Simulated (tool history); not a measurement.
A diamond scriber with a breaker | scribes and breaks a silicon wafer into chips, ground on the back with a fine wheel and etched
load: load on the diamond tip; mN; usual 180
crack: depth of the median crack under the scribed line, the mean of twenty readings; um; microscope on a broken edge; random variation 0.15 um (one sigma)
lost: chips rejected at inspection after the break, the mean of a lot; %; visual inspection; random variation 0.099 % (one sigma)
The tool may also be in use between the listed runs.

run	hour	load	wafers since the last listed run	hours since the diamond tip was replaced	hours since the load on the tip was calibrated	incoming depth of the damage left on the back of the incoming wafer, um	crack	lost
1	0.0	180	0	912.2	754.2	0.54	11.00	9.82
2	8.0	180	20	920.2	762.2	0.59	10.98	12.09
3	24.5	180	41	936.7	778.7	0.35	10.58	11.77
4	35.9	180	28	948.1	790.1	0.32	10.88	12.59
5	48.1	180	30	960.3	802.3	0.40	10.64	13.61
6	65.9	210	45	978.1	820.1	0.50	11.37	5.05
7	75.1	200	23	987.3	829.3	0.41	11.13	7.08
8	83.9	200	22	996.1	838.1	0.73	11.16	8.07
9	99.4	200	39	1011.6	853.6	0.53	10.83	9.17
10	110.4	180	27	1022.6	864.6	0.31	10.43	18.74
11	161.0	205	128	1073.2	915.2	0.77	10.94	9.02
12	173.9	205	32	1086.1	928.1	0.46	10.86	9.88
13	187.3	180	33	1099.5	941.5	0.54	10.15	21.63
# hour 198.2: diamond tip replaced by a new one, of another model than before
14	198.7	180	23	0.5	952.9	0.63	12.54	1.26
15	216.5	180	45	18.3	970.7	0.57	12.72	1.61
16	228.4	180	30	30.2	982.6	0.57	12.86	1.39
17	236.4	145	20	38.2	990.6	0.63	10.39	15.80

Run 18 comes next. What will it give?
18	252.4	130	40	54.2	1006.6	0.52	?	?

{"run 18": {"crack": 9.22, "lost": 31.49}}
Without the tool's hidden state the same run would have given crack 9.24 um, lost 31.10 %.

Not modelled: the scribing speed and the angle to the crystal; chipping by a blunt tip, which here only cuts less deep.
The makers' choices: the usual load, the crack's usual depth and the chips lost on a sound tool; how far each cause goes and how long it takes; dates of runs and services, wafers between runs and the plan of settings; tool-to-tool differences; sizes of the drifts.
